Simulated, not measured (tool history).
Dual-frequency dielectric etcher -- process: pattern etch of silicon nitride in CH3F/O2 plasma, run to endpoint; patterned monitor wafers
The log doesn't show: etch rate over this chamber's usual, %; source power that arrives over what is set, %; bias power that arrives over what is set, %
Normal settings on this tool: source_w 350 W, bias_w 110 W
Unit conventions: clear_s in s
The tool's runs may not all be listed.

| run | hour | source_w | bias_w | wafers since the last listed run | hours since the last wet clean | hours since the last source power generator calibration | hours since the last bias power generator calibration | hours since the last upper electrode change | incoming incoming film thickness, nm | clear_s |
|---|---|---|---|---|---|---|---|---|---|---|
| 1 | 0.0 | 350 | 110 | 0 | 373.4 | 3796.1 | 3860.5 | 3288.0 | 54.7 | 41.8 |
| 2 | 14.7 | 350 | 110 | 86 | 388.1 | 3810.8 | 3875.2 | 3302.7 | 54.4 | 41.5 |
| 3 | 31.6 | 350 | 91 | 98 | 405.0 | 3827.7 | 3892.1 | 3319.6 | 54.6 | 46.8 |
| 4 | 38.9 | 350 | 93 | 42 | 412.3 | 3835.0 | 3899.4 | 3326.9 | 54.9 | 46.4 |
| 5 | 48.2 | 350 | 93 | 54 | 421.6 | 3844.3 | 3908.7 | 3336.2 | 54.7 | 46.3 |
|  | 64.4 | bias power generator calibrated |
|  | 66.4 | source power generator calibrated |
|  | 90.7 | wet clean of the chamber |
| 6 | 91.2 | 350 | 110 | 75 | 0.5 | 24.8 | 26.8 | 3379.2 | 54.3 | 39.8 |
| 7 | 91.6 | 350 | 110 | 2 | 0.9 | 25.2 | 27.2 | 3379.6 | 54.6 | 40.1 |
| 8 | 92.0 | 300 | 117 | 2 | 1.3 | 25.6 | 27.6 | 3380.0 | 54.1 | 40.4 |
| 9 | 92.4 | 350 | 110 | 2 | 1.7 | 26.0 | 28.0 | 3380.4 | 54.8 | 40.3 |
|  | 118.1 | upper electrode replaced |
|  | 125.8 | wet clean of the chamber, repeated, since the last time left the tool worse |
| 10 | 126.3 | 320 | 124 | 12 | 0.5 | 59.9 | 61.9 | 8.2 | 54.0 | 40.3 |
| 11 | 126.7 | 300 | 118 | 2 | 0.9 | 60.3 | 62.3 | 8.6 | 54.6 | 43.1 |
| 12 | 127.1 | 400 | 89 | 2 | 1.3 | 60.7 | 62.7 | 9.0 | 54.3 | 46.3 |
| 13 | 137.3 | 290 | 95 | 59 | 11.5 | 70.9 | 72.9 | 19.2 | 55.0 | 50.1 |
| 14 | 144.0 | 350 | 101 | 39 | 18.2 | 77.6 | 79.6 | 25.9 | 54.0 | 44.3 |
| 15 | 159.3 | 350 | 110 | 89 | 33.5 | 92.9 | 94.9 | 41.2 | 54.2 | 42.3 |

Predict each of these 3 candidate next runs independently; none follows another, all start after run 15:
| A | 159.8 | 350 | 110 | 2 | 34.0 | 93.4 | 95.4 | 41.7 | 54.2 | ? |
| B | 159.8 | 350 | 127 | 2 | 34.0 | 93.4 | 95.4 | 41.7 | 54.2 | ? |
| C | 159.8 | 280 | 125 | 2 | 34.0 | 93.4 | 95.4 | 41.7 | 54.2 | ? |

| run | clear_s |
|---|---|
| A | 42.0 |
| B | 38.5 |
| C | 42.0 |
Without the tool's unlogged condition, the same runs would have read:
| run | clear_s |
|---|---|
| A | 42.3 |
| B | 38.8 |
| C | 42.3 |
